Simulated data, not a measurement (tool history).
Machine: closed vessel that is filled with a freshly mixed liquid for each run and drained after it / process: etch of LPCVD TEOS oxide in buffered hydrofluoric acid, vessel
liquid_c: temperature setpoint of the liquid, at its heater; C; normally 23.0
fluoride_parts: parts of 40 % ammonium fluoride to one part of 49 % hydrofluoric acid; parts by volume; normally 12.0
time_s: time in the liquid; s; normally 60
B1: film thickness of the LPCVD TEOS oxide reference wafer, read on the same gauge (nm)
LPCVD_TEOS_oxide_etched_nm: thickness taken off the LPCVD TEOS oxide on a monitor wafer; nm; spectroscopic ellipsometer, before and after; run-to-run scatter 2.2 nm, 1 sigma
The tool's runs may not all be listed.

{"run": 1, "hour": 0.0, "liquid_c": 19.0, "fluoride_parts": 14.5, "time_s": 60, "B1": 149.96, "LPCVD_TEOS_oxide_etched_nm": 156.29}
{"run": 2, "hour": 48.6, "liquid_c": 23.0, "fluoride_parts": 12.0, "time_s": 60, "B1": 150.0, "LPCVD_TEOS_oxide_etched_nm": 238.03}
{"run": 3, "hour": 128.9, "liquid_c": 23.0, "fluoride_parts": 12.0, "time_s": 60, "B1": 150.02, "LPCVD_TEOS_oxide_etched_nm": 235.48}
{"run": 4, "hour": 191.5, "liquid_c": 23.0, "fluoride_parts": 12.0, "time_s": 60, "B1": 150.01, "LPCVD_TEOS_oxide_etched_nm": 237.59}
{"run": 5, "hour": 275.0, "liquid_c": 23.0, "fluoride_parts": 12.0, "time_s": 60, "B1": 149.97, "LPCVD_TEOS_oxide_etched_nm": 240.39}
{"run": 6, "hour": 382.3, "liquid_c": 19.5, "fluoride_parts": 12.0, "time_s": 60, "B1": 150.02, "LPCVD_TEOS_oxide_etched_nm": 200.68}
{"run": 7, "hour": 454.4, "liquid_c": 19.5, "fluoride_parts": 12.0, "time_s": 60, "B1": 149.97, "LPCVD_TEOS_oxide_etched_nm": 199.62}
{"run": 8, "hour": 511.4, "liquid_c": 19.5, "fluoride_parts": 12.0, "time_s": 60, "B1": 149.99, "LPCVD_TEOS_oxide_etched_nm": 199.09}
{"run": 9, "hour": 559.1, "liquid_c": 23.0, "fluoride_parts": 12.0, "time_s": 60, "B1": 150.03, "LPCVD_TEOS_oxide_etched_nm": 245.7}
{"run": 10, "hour": 641.0, "liquid_c": 23.0, "fluoride_parts": 12.0, "time_s": 60, "B1": 150.0, "LPCVD_TEOS_oxide_etched_nm": 243.3}
{"run": 11, "hour": 720.0, "liquid_c": 23.0, "fluoride_parts": 12.0, "time_s": 60, "B1": 149.99, "LPCVD_TEOS_oxide_etched_nm": 247.86}
{"run": 12, "hour": 795.2, "liquid_c": 23.0, "fluoride_parts": 12.0, "time_s": 60, "B1": 149.98, "LPCVD_TEOS_oxide_etched_nm": 246.33}
{"run": 13, "hour": 1096.4, "liquid_c": 23.0, "fluoride_parts": 15.0, "time_s": 60, "B1": 149.93, "LPCVD_TEOS_oxide_etched_nm": 188.92}
{"run": 14, "hour": 1199.7, "liquid_c": 23.0, "fluoride_parts": 15.0, "time_s": 60, "B1": 150.04, "LPCVD_TEOS_oxide_etched_nm": 188.11}
{"run": 15, "hour": 1521.7, "liquid_c": 23.0, "fluoride_parts": 12.0, "time_s": 45, "B1": 150.06, "LPCVD_TEOS_oxide_etched_nm": 181.23}
{"run": 16, "hour": 1586.4, "liquid_c": 19.0, "fluoride_parts": 14.5, "time_s": 90, "B1": 149.98, "LPCVD_TEOS_oxide_etched_nm": 236.57}
{"run": 17, "hour": 1629.7, "liquid_c": 20.5, "fluoride_parts": 10.5, "time_s": 60, "B1": 149.99, "LPCVD_TEOS_oxide_etched_nm": 231.93}
{"run": 18, "hour": 1680.7, "liquid_c": 19.5, "fluoride_parts": 8.5, "time_s": 85, "B1": 149.97, "LPCVD_TEOS_oxide_etched_nm": 382.42}
{"run": 19, "hour": 1760.2, "liquid_c": 18.5, "fluoride_parts": 14.5, "time_s": 75, "B1": 149.97, "LPCVD_TEOS_oxide_etched_nm": 192.09}
{"run": 20, "hour": 1816.3, "liquid_c": 23.0, "fluoride_parts": 12.0, "time_s": 60, "B1": 149.99, "LPCVD_TEOS_oxide_etched_nm": 240.25}
{"run": 21, "hour": 1894.7, "liquid_c": 23.0, "fluoride_parts": 12.0, "time_s": 40, "B1": 150.03, "LPCVD_TEOS_oxide_etched_nm": 160.11}
{"run": 22, "hour": 2128.2, "liquid_c": 23.0, "fluoride_parts": 7.5, "time_s": 40, "B1": 150.02, "LPCVD_TEOS_oxide_etched_nm": 244.42}
{"run": 23, "hour": 2186.6, "liquid_c": 26.0, "fluoride_parts": 10.5, "time_s": 45, "B1": 150.01, "LPCVD_TEOS_oxide_etched_nm": 237.58}
{"run": 24, "hour": 2294.1, "liquid_c": 21.5, "fluoride_parts": 12.0, "time_s": 60, "B1": 150.01, "LPCVD_TEOS_oxide_etched_nm": 218.98}
{"run": 25, "hour": 2354.7, "liquid_c": 23.0, "fluoride_parts": 12.0, "time_s": 35, "B1": 150.04, "LPCVD_TEOS_oxide_etched_nm": 139.33}
{"run": 26, "hour": 2443.2, "liquid_c": 23.0, "fluoride_parts": 8.0, "time_s": 60, "B1": 149.97, "LPCVD_TEOS_oxide_etched_nm": 343.22}
{"run": 27, "hour": 2534.3, "liquid_c": 23.0, "fluoride_parts": 12.0, "time_s": 60, "B1": 149.99, "LPCVD_TEOS_oxide_etched_nm": 239.28}
{"run": 28, "hour": 2601.6, "liquid_c": 23.0, "fluoride_parts": 12.0, "time_s": 60, "B1": 149.98, "LPCVD_TEOS_oxide_etched_nm": 237.84}
{"run": 29, "hour": 2641.7, "liquid_c": 23.0, "fluoride_parts": 12.0, "time_s": 85, "B1": 150.03, "LPCVD_TEOS_oxide_etched_nm": 339.47}
{"run": 30, "hour": 2831.6, "liquid_c": 23.0, "fluoride_parts": 12.0, "time_s": 50, "B1": 150.0, "LPCVD_TEOS_oxide_etched_nm": 204.01}
{"run": 31, "hour": 2870.2, "liquid_c": 19.5, "fluoride_parts": 8.5, "time_s": 60, "B1": 150.02, "LPCVD_TEOS_oxide_etched_nm": 259.03}
{"run": 32, "hour": 2942.2, "liquid_c": 23.0, "fluoride_parts": 14.5, "time_s": 60, "B1": 149.95, "LPCVD_TEOS_oxide_etched_nm": 192.91}

The log once held 5 entries between its listed runs, left out of this copy. Where does each go, and what is different about the tool's unlogged condition between the listed run before it and the listed run after it?
From run 12 to run 13: gauge calibrated (hour 811.7); hydrofluoric acid flow meter replaced (hour 998.1)
  hydrofluoric acid flow above the setpoint (%): 6.26 -> 0.626
  measured less the result without the state, LPCVD_TEOS_oxide_etched_nm: +14.18 -> +1.15 nm
From run 14 to run 15: thermometer replaced (hour 1399.6)
  hydrofluoric acid flow above the setpoint (%): 1.19 -> 2.93
  measured less the result without the state, LPCVD_TEOS_oxide_etched_nm: +2.17 -> +5.04 nm
From run 21 to run 22: hydrofluoric acid flow meter replaced (hour 1958.8)
  hydrofluoric acid flow above the setpoint (%): 4.95 -> 1.39
  measured less the result without the state, LPCVD_TEOS_oxide_etched_nm: +7.38 -> +3.63 nm
From run 30 to run 31: hydrofluoric acid flow meter replaced (hour 2864.5)
  hydrofluoric acid flow above the setpoint (%): 5.2 -> 0.535
  measured less the result without the state, LPCVD_TEOS_oxide_etched_nm: +9.85 -> +1.48 nm
